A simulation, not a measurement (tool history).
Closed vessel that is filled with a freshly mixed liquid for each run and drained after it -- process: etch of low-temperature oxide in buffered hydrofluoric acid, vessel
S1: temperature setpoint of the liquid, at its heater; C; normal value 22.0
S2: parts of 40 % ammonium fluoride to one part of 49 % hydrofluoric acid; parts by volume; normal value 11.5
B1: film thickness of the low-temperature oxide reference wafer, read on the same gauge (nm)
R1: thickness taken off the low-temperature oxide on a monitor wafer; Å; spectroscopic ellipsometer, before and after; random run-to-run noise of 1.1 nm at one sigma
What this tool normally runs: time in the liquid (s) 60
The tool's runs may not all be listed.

{"run": 1, "hour": 0.0, "S1": 18.0, "S2": 11.5, "time in the liquid (s)": 60, "B1": 49.99, "R1": 1183.3}
{"run": 2, "hour": 46.8, "S1": 22.0, "S2": 8.5, "time in the liquid (s)": 60, "B1": 50.01, "R1": 1919.7}
{"run": 3, "hour": 104.1, "S1": 22.0, "S2": 11.5, "time in the liquid (s)": 85, "B1": 49.99, "R1": 2066.9}
{"run": 4, "hour": 134.4, "S1": 22.0, "S2": 11.5, "time in the liquid (s)": 60, "B1": 49.97, "R1": 1437.2}
{"run": 5, "hour": 185.1, "S1": 22.0, "S2": 11.5, "time in the liquid (s)": 60, "B1": 50.04, "R1": 1451.6}
{"run": 6, "hour": 244.7, "S1": 22.0, "S2": 11.5, "time in the liquid (s)": 60, "B1": 49.98, "R1": 1445.8}
{"run": 7, "hour": 272.9, "S1": 22.0, "S2": 11.5, "time in the liquid (s)": 60, "B1": 50.0, "R1": 1433.8}
{"run": 8, "hour": 320.3, "S1": 22.0, "S2": 11.5, "time in the liquid (s)": 60, "B1": 49.97, "R1": 1441.5}
{"run": 9, "hour": 382.1, "S1": 22.0, "S2": 11.5, "time in the liquid (s)": 60, "B1": 49.99, "R1": 1438.1}
{"run": 10, "hour": 439.6, "S1": 22.0, "S2": 11.5, "time in the liquid (s)": 60, "B1": 49.99, "R1": 1425.8}
{"hour": 502.2, "done": "thermometer replaced"}
{"run": 11, "hour": 653.0, "S1": 22.0, "S2": 12.5, "time in the liquid (s)": 60, "B1": 49.95, "R1": 1312.2}
{"hour": 706.4, "done": "hydrofluoric acid flow meter replaced"}
{"run": 12, "hour": 709.2, "S1": 22.0, "S2": 11.5, "time in the liquid (s)": 40, "B1": 50.04, "R1": 993.3}
{"hour": 713.3, "done": "gauge calibrated"}
{"run": 13, "hour": 772.9, "S1": 22.0, "S2": 11.5, "time in the liquid (s)": 60, "B1": 50.0, "R1": 1479.2}
{"run": 14, "hour": 808.7, "S1": 22.0, "S2": 14.5, "time in the liquid (s)": 70, "B1": 50.02, "R1": 1398.7}
{"run": 15, "hour": 920.7, "S1": 20.5, "S2": 9.0, "time in the liquid (s)": 60, "B1": 50.01, "R1": 1672.1}
{"run": 16, "hour": 978.4, "S1": 17.5, "S2": 15.5, "time in the liquid (s)": 70, "B1": 49.99, "R1": 998.9}
{"run": 17, "hour": 1015.2, "S1": 22.0, "S2": 12.5, "time in the liquid (s)": 60, "B1": 50.01, "R1": 1341.8}
{"run": 18, "hour": 1060.4, "S1": 18.5, "S2": 10.0, "time in the liquid (s)": 60, "B1": 50.01, "R1": 1382.1}
{"run": 19, "hour": 1142.4, "S1": 22.0, "S2": 11.5, "time in the liquid (s)": 95, "B1": 49.99, "R1": 2315.3}
{"run": 20, "hour": 1204.8, "S1": 24.5, "S2": 16.0, "time in the liquid (s)": 60, "B1": 49.99, "R1": 1206.9}
{"run": 21, "hour": 1240.5, "S1": 22.0, "S2": 11.5, "time in the liquid (s)": 35, "B1": 49.95, "R1": 850.8}
{"run": 22, "hour": 1278.9, "S1": 22.0, "S2": 11.5, "time in the liquid (s)": 60, "B1": 50.01, "R1": 1444.5}
{"run": 23, "hour": 1303.9, "S1": 24.5, "S2": 14.0, "time in the liquid (s)": 60, "B1": 50.01, "R1": 1361.1}
{"run": 24, "hour": 1360.0, "S1": 22.0, "S2": 11.5, "time in the liquid (s)": 60, "B1": 50.03, "R1": 1450.7}
{"run": 25, "hour": 1418.3, "S1": 22.0, "S2": 11.5, "time in the liquid (s)": 80, "B1": 50.04, "R1": 1891.9}
{"run": 26, "hour": 1539.7, "S1": 22.0, "S2": 15.0, "time in the liquid (s)": 60, "B1": 50.02, "R1": 1106.8}

Here are 3 independent what-if runs from the current tool condition. What would each one return?
{"run": "A", "hour": 1540.4, "S1": 17.5, "S2": 11.5, "time in the liquid (s)": 60, "B1": "?", "R1": "?"}
{"run": "B", "hour": 1540.4, "S1": 24.0, "S2": 13.0, "time in the liquid (s)": 50, "B1": "?", "R1": "?"}
{"run": "C", "hour": 1540.4, "S1": 22.0, "S2": 11.5, "time in the liquid (s)": 70, "B1": "?", "R1": "?"}

run=A B1=50.01 R1=1118.9
run=B B1=50.01 R1=1188.1
run=C B1=50.01 R1=1680.4
The same runs, with their run-to-run variation unchanged, on a tool lacking any hidden condition would have given:
run=A R1=1165.3
run=B R1=1237.5
run=C R1=1750.1
